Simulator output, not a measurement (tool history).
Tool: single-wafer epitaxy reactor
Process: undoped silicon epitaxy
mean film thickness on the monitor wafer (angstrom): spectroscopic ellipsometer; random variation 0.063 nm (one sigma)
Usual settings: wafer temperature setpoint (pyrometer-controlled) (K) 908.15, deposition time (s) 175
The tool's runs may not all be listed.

run	hour	wafer temperature setpoint (pyrometer-controlled) (K)	deposition time (s)	read-back reference wafer on the same gauge, thickness_nm	mean film thickness on the monitor wafer (angstrom)
1	0	913.15	175	22.499	209.66
2	57	903.15	175	22.505	170.22
3	101.3	908.15	175	22.494	189.52
4	132.4	908.15	175	22.534	190.38
5	164.2	908.15	175	22.488	189.8
6	209.3	911.15	175	22.496	202.53
7	268.7	908.15	175	22.495	191.32
8	321.8	908.15	175	22.515	190.86
9	356	908.15	175	22.51	189.89
10	409.4	908.15	175	22.501	190.63
11	480.9	908.15	175	22.483	191.45
12	533.5	901.15	175	22.487	164.44
13	574.7	901.15	175	22.505	165
14	644.1	901.15	175	22.493	164.76
15	678.3	908.15	175	22.5	192.6
16	745.9	908.15	175	22.475	192.43
17	772.1	908.15	175	22.484	193.25
18	801.6	894.15	175	22.496	142.97
# hour 818.5: pyrometer calibrated
19	842.2	908.15	147	22.501	158.07
20	874.2	920.15	194	22.508	268.74
21	933.4	894.15	175	22.492	139.06
22	991.9	908.15	175	22.468	188.94
23	1029	902.15	175	22.493	165.77
24	1070.7	908.15	175	22.521	189.8
25	1138.5	912.15	198	22.47	232.56
26	1188.9	915.15	141	22.489	177.45
27	1393.1	903.15	184	22.501	179.97
28	1434.3	896.15	146	22.478	122.98
29	1502.2	923.15	198	22.496	295.98
# hour 1544.4: gauge calibrated
30	1568.7	897.15	160	22.5	137.49
31	1718	921.15	161	22.518	230.75
32	1771.9	914.15	175	22.501	216.18
33	1838.2	904.15	163	22.517	163.17
34	1898.7	918.15	156	22.486	209.64
35	1955.1	908.15	204	22.494	222.94

The tool's hidden state at each run:
gauge reads high (%): 0 in every run
H1: wafer temperature above the value expected at the setpoint (K)
run	H1
1	0.18
2	0.212
3	0.239
4	0.259
5	0.281
6	0.313
7	0.358
8	0.402
9	0.431
10	0.479
11	0.548
12	0.602
13	0.646
14	0.724
15	0.765
16	0.847
17	0.881
18	0.919
19	0.0981
20	0.0993
21	0.104
22	0.112
23	0.119
24	0.129
25	0.148
26	0.165
27	0.259
28	0.283
29	0.326
30	0.372
31	0.492
32	0.541
33	0.604
34	0.666
35	0.727

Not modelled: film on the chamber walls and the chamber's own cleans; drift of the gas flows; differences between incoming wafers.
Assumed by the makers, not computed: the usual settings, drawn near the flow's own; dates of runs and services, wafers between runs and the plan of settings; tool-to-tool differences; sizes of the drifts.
